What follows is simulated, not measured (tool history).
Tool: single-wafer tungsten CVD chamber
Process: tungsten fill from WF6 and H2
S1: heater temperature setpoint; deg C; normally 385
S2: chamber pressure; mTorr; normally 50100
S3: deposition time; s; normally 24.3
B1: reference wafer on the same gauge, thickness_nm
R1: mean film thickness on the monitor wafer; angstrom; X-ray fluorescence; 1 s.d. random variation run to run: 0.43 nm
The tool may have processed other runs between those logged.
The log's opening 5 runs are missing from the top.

Run 6, hour 92.3: usual settings; B1 74.963. Result: R1 755.85 angstrom.
Run 7, hour 123.2: usual settings; B1 75.163. Result: R1 748.87 angstrom.
Run 8, hour 158.4: usual settings; B1 75.299. Result: R1 751.51 angstrom.
At hour 230.2: showerhead replaced.
Run 9, hour 238.2: usual settings; B1 75.721. Result: R1 752.19 angstrom.
Run 10, hour 261.6: usual settings; B1 75.845. Result: R1 758.13 angstrom.
Run 11, hour 359.4: usual settings; B1 76.322. Result: R1 760.36 angstrom.
At hour 395.0: thermocouple changed; heater temperature recalibrated.
Run 12, hour 395.5: usual settings; B1 76.455. Result: R1 761.59 angstrom.
Run 13, hour 416.5: usual settings; B1 76.593. Result: R1 758.87 angstrom.
Run 14, hour 444.2: usual settings; B1 76.919. Result: R1 762.58 angstrom.
At hour 471.1: capacitance manometer re-zeroed and calibrated.
Run 15, hour 475.7: usual settings; B1 76.766. Result: R1 771.31 angstrom.
Run 16, hour 498.4: usual settings; B1 77.152. Result: R1 766.48 angstrom.
Run 17, hour 532.3: usual settings but S1 398 deg C, S2 60900 mTorr, S3 19.7 s; B1 77.296. Result: R1 914.64 angstrom.
Run 18, hour 566.9: usual settings; B1 77.516. Result: R1 777.12 angstrom.
Run 19, hour 584.7: usual settings but S1 371 deg C; B1 77.609. Result: R1 561.24 angstrom.
Run 20, hour 596.7: usual settings but S1 377 deg C, S2 60300 mTorr, S3 27.6 s; B1 77.865. Result: R1 803.77 angstrom.

What does the tool deliver on the next run?
At hour 598.3: gauge calibrated.
Run 21, hour 625.9: usual settings but S1 392 deg C, S3 25.9 s; B1 ?. Result: R1 ?.

Run 21 produced B1 72.350, R1 894.76 angstrom.
If the tool had no hidden condition, the same run with the same run-to-run variation would have returned R1 897.95 angstrom.

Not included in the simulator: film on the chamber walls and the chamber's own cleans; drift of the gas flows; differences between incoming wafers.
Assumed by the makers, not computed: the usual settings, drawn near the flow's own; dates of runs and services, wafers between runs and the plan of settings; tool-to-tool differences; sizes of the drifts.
